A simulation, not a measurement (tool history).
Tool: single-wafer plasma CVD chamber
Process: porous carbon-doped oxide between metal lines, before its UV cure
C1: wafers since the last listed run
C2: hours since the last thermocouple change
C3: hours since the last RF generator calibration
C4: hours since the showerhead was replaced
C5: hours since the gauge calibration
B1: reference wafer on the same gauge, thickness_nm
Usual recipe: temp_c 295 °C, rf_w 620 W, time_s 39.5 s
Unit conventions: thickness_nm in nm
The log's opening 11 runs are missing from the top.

Run 12, day 37.446: usual settings; C1 2593; C2 1439.5; C3 411.6; C4 2712.4; C5 2771.3; B1 282.641. Result: thickness_nm 254.277 nm.
At day 37.504: gauge calibrated.
Run 13, day 39.775: usual settings; C1 1560; C2 1495.4; C3 467.5; C4 2768.3; C5 54.5; B1 283.309. Result: thickness_nm 253.231 nm.
Run 14, day 41.025: usual settings; C1 837; C2 1525.4; C3 497.5; C4 2798.3; C5 84.5; B1 283.079. Result: thickness_nm 254.830 nm.
At day 42.838: showerhead replaced.
Run 15, day 42.946: usual settings but time_s 33.3 s; C1 1063; C2 1571.5; C3 543.6; C4 2.6; C5 130.6; B1 283.072. Result: thickness_nm 215.089 nm.
Run 16, day 44.404: usual settings but time_s 44.1 s; C1 977; C2 1606.5; C3 578.6; C4 37.6; C5 165.6; B1 282.927. Result: thickness_nm 281.359 nm.
Run 17, day 51.117: usual settings but temp_c 305 °C, rf_w 715 W, time_s 33.8 s; C1 4498; C2 1767.6; C3 739.7; C4 198.7; C5 326.7; B1 283.169. Result: thickness_nm 232.675 nm.
Run 18, day 52.150: usual settings but temp_c 285 °C; C1 692; C2 1792.4; C3 764.5; C4 223.5; C5 351.5; B1 283.217. Result: thickness_nm 267.756 nm.
Run 19, day 54.212: usual settings but temp_c 284 °C; C1 1382; C2 1841.9; C3 814.0; C4 273.0; C5 401.0; B1 282.839. Result: thickness_nm 270.065 nm.
At day 54.762: thermocouple changed; heater temperature recalibrated.
Run 20, day 55.608: usual settings but temp_c 310 °C, rf_w 565 W, time_s 43.4 s; C1 711; C2 20.3; C3 847.5; C4 306.5; C5 434.5; B1 283.376. Result: thickness_nm 239.864 nm.
Run 21, day 57.379: usual settings but temp_c 309 °C, rf_w 580 W, time_s 45.8 s; C1 1186; C2 62.8; C3 890.0; C4 349.0; C5 477.0; B1 282.945. Result: thickness_nm 259.383 nm.
Run 22, day 59.167: usual settings but temp_c 307 °C, rf_w 580 W, time_s 43.4 s; C1 1197; C2 105.7; C3 932.9; C4 391.9; C5 519.9; B1 283.154. Result: thickness_nm 247.665 nm.
Run 23, day 62.100: usual settings; C1 1965; C2 176.1; C3 1003.3; C4 462.3; C5 590.3; B1 283.047. Result: thickness_nm 253.532 nm.
Run 24, day 63.392: usual settings but temp_c 291 °C, rf_w 730 W, time_s 33.0 s; C1 865; C2 207.1; C3 1034.3; C4 493.3; C5 621.3; B1 283.238. Result: thickness_nm 246.116 nm.
Run 25, day 64.654: usual settings; C1 846; C2 237.4; C3 1064.6; C4 523.6; C5 651.6; B1 283.098. Result: thickness_nm 254.239 nm.
Run 26, day 67.417: usual settings but temp_c 306 °C, time_s 34.8 s; C1 1851; C2 303.7; C3 1130.9; C4 589.9; C5 717.9; B1 282.962. Result: thickness_nm 211.378 nm.
Run 27, day 69.725: usual settings but rf_w 570 W; C1 1546; C2 359.1; C3 1186.3; C4 645.3; C5 773.3; B1 283.007. Result: thickness_nm 235.980 nm.
Run 28, day 78.308: usual settings but temp_c 284 °C, time_s 32.0 s; C1 5751; C2 565.1; C3 1392.3; C4 851.3; C5 979.3; B1 282.634. Result: thickness_nm 217.524 nm.
Run 29, day 79.346: usual settings; C1 695; C2 590.0; C3 1417.2; C4 876.2; C5 1004.2; B1 282.986. Result: thickness_nm 251.992 nm.
Run 30, day 81.225: usual settings but rf_w 555 W, time_s 32.3 s; C1 1259; C2 635.1; C3 1462.3; C4 921.3; C5 1049.3; B1 283.081. Result: thickness_nm 188.437 nm.
Run 31, day 83.950: usual settings but temp_c 300 °C, rf_w 685 W, time_s 34.7 s; C1 1826; C2 700.5; C3 1527.7; C4 986.7; C5 1114.7; B1 283.123. Result: thickness_nm 234.006 nm.
Run 32, day 86.462: usual settings; C1 1683; C2 760.8; C3 1588.0; C4 1047.0; C5 1175.0; B1 282.843. Result: thickness_nm 251.225 nm.
Run 33, day 88.983: usual settings; C1 1689; C2 821.3; C3 1648.5; C4 1107.5; C5 1235.5; B1 282.857. Result: thickness_nm 251.589 nm.
Run 34, day 90.779: usual settings; C1 1203; C2 864.4; C3 1691.6; C4 1150.6; C5 1278.6; B1 282.975. Result: thickness_nm 250.470 nm.

4 options for the next run, each taken on its own from the tool as it stands now. Forecast them:
Run A, day 90.796: usual settings; C1 11; C2 864.8; C3 1692.0; C4 1151.0; C5 1279.0; B1 ?. Result: thickness_nm ?.
Run B, day 90.796: usual settings but temp_c 284 °C, rf_w 655 W, time_s 46.0 s; C1 11; C2 864.8; C3 1692.0; C4 1151.0; C5 1279.0; B1 ?. Result: thickness_nm ?.
Run C, day 90.796: usual settings but rf_w 690 W; C1 11; C2 864.8; C3 1692.0; C4 1151.0; C5 1279.0; B1 ?. Result: thickness_nm ?.
Run D, day 90.796: usual settings but temp_c 282 °C, rf_w 705 W; C1 11; C2 864.8; C3 1692.0; C4 1151.0; C5 1279.0; B1 ?. Result: thickness_nm ?.

run       B1  thickness_nm
  A  282.764       251.326
  B  282.764       323.183
  C  282.764       273.734
  D  282.764       298.337
Had the tool no hidden state, the same runs would have come out as:
run  thickness_nm
  A       256.870
  B       330.243
  C       279.678
  D       304.815

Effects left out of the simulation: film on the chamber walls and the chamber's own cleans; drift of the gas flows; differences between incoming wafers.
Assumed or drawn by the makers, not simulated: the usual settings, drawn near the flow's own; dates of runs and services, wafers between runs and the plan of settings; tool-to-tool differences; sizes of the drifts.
